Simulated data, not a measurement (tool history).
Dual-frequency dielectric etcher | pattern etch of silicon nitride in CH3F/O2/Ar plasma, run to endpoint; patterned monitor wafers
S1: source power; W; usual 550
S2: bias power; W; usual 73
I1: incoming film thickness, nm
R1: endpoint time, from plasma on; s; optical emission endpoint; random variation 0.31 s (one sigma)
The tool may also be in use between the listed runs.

run	hour	S1	S2	I1	R1
1	0	550	79	53	63.3
2	103.8	550	79	52.9	63
3	120.7	550	65	52.6	64.8
4	153.6	550	65	52.5	65.4
5	186.2	550	73	53.1	64.2
6	221.2	550	73	53.1	64.1
7	235.5	550	73	52.8	63.7
8	257.5	550	73	52.6	63.9
9	278.7	550	73	52.6	63.7
# hour 369.4: wet clean of the chamber
10	377.3	470	73	52.9	67.8
11	407.6	550	73	52.6	64.4
12	425	550	73	52.9	63.6
# hour 430.1: source power generator calibrated
13	458.8	550	73	52.3	63.2
14	493.9	550	73	52.8	63.9
15	514	550	73	53	63.9
16	538.3	550	73	52.6	63.1
# hour 565.5: upper electrode replaced
17	566	650	89	52.4	57.5
18	579.7	590	73	52.9	62.1
19	601.2	550	62	52.4	65.1
20	623	550	73	53.3	64.3
21	643.1	630	62	52.4	62.3
22	672.1	550	73	53	64.2

Forecast run 23:
23	690.4	460	73	53.3	?

R1: 69.4 s
Without the tool's hidden state the same run would have given R1 69.4 s.
